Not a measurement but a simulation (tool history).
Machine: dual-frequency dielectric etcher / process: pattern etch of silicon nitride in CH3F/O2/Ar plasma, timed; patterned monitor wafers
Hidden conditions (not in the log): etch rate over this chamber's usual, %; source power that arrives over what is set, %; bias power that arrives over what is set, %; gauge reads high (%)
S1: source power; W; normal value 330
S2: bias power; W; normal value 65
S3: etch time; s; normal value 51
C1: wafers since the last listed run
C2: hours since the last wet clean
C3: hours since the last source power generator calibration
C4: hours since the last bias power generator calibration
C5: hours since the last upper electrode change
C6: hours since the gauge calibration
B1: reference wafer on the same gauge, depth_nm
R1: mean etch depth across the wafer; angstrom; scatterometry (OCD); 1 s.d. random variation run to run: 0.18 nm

Run 1, hour 0: usual settings; C1 0; C2 275.8; C3 2382.9; C4 1501.9; C5 1941.7; C6 55.1; B1 36.7. Result: R1 303.6 angstrom.
Run 2, hour 7.6: usual settings; C1 114; C2 283.4; C3 2390.5; C4 1509.5; C5 1949.3; C6 62.7; B1 36.66. Result: R1 305.4 angstrom.
Run 3, hour 19.3: usual settings but S2 71 W, S3 55.5 s; C1 176; C2 295.1; C3 2402.2; C4 1521.2; C5 1961; C6 74.4; B1 36.68. Result: R1 341.4 angstrom.
Run 4, hour 33.3: usual settings but S1 380 W, S3 47 s; C1 210; C2 309.1; C3 2416.2; C4 1535.2; C5 1975; C6 88.4; B1 36.64. Result: R1 297.9 angstrom.
Run 5, hour 50.6: usual settings; C1 260; C2 326.4; C3 2433.5; C4 1552.5; C5 1992.3; C6 105.7; B1 36.69. Result: R1 299.5 angstrom.
Run 6, hour 67.8: usual settings; C1 258; C2 343.6; C3 2450.7; C4 1569.7; C5 2009.5; C6 122.9; B1 36.66. Result: R1 301.2 angstrom.
Run 7, hour 79: usual settings; C1 168; C2 354.8; C3 2461.9; C4 1580.9; C5 2020.7; C6 134.1; B1 36.72. Result: R1 301.6 angstrom.
Run 8, hour 89.3: usual settings; C1 154; C2 365.1; C3 2472.2; C4 1591.2; C5 2031; C6 144.4; B1 36.76. Result: R1 300.4 angstrom.
Run 9, hour 95.3: usual settings but S2 57 W; C1 90; C2 371.1; C3 2478.2; C4 1597.2; C5 2037; C6 150.4; B1 36.7. Result: R1 286.9 angstrom.
Run 10, hour 105.8: usual settings but S3 45 s; C1 157; C2 381.6; C3 2488.7; C4 1607.7; C5 2047.5; C6 160.9; B1 36.75. Result: R1 263.6 angstrom.
Run 11, hour 121.1: usual settings but S1 300 W; C1 230; C2 396.9; C3 2504; C4 1623; C5 2062.8; C6 176.2; B1 36.7. Result: R1 286.1 angstrom.
At hour 132.4: bias power generator calibrated.
At hour 136.2: source power generator calibrated.
At hour 158.6: wet clean of the chamber.
At hour 174: upper electrode replaced.
Run 12, hour 174.5: usual settings but S1 300 W; C1 116; C2 15.9; C3 38.3; C4 42.1; C5 0.5; C6 229.6; B1 36.67. Result: R1 317.8 angstrom.
Run 13, hour 174.9: usual settings; C1 6; C2 16.3; C3 38.7; C4 42.5; C5 0.9; C6 230; B1 36.68. Result: R1 334 angstrom.
Run 14, hour 191: usual settings but S1 390 W, S2 54 W; C1 242; C2 32.4; C3 54.8; C4 58.6; C5 17; C6 246.1; B1 36.71. Result: R1 340.9 angstrom.
Run 15, hour 198.1: usual settings; C1 106; C2 39.5; C3 61.9; C4 65.7; C5 24.1; C6 253.2; B1 36.7. Result: R1 333.2 angstrom.
At hour 232.7: wet clean of the chamber, repeated, since the last time left the tool worse.
Run 16, hour 233.2: usual settings but S1 390 W, S2 52 W, S3 59 s; C1 166; C2 0.5; C3 97; C4 100.8; C5 59.2; C6 288.3; B1 36.7. Result: R1 361 angstrom.
Run 17, hour 233.5: usual settings but S1 280 W, S2 71 W, S3 55 s; C1 4; C2 0.8; C3 97.3; C4 101.1; C5 59.5; C6 288.6; B1 36.73. Result: R1 321.4 angstrom.
Run 18, hour 233.8: usual settings but S1 360 W, S2 74 W, S3 38 s; C1 4; C2 1.1; C3 97.6; C4 101.4; C5 59.8; C6 288.9; B1 36.71. Result: R1 246.1 angstrom.
Run 19, hour 238.9: usual settings; C1 76; C2 6.2; C3 102.7; C4 106.5; C5 64.9; C6 294; B1 36.73. Result: R1 310.3 angstrom.

Predict the results of run 20:
Run 20, hour 254.1: usual settings but S1 270 W; C1 228; C2 21.4; C3 117.9; C4 121.7; C5 80.1; C6 309.2; B1 ?. Result: R1 ?.

{"run 20": {"B1": 36.7, "R1": 282.5}}
With no hidden state in the tool, this same run would have given R1 285.8 angstrom.
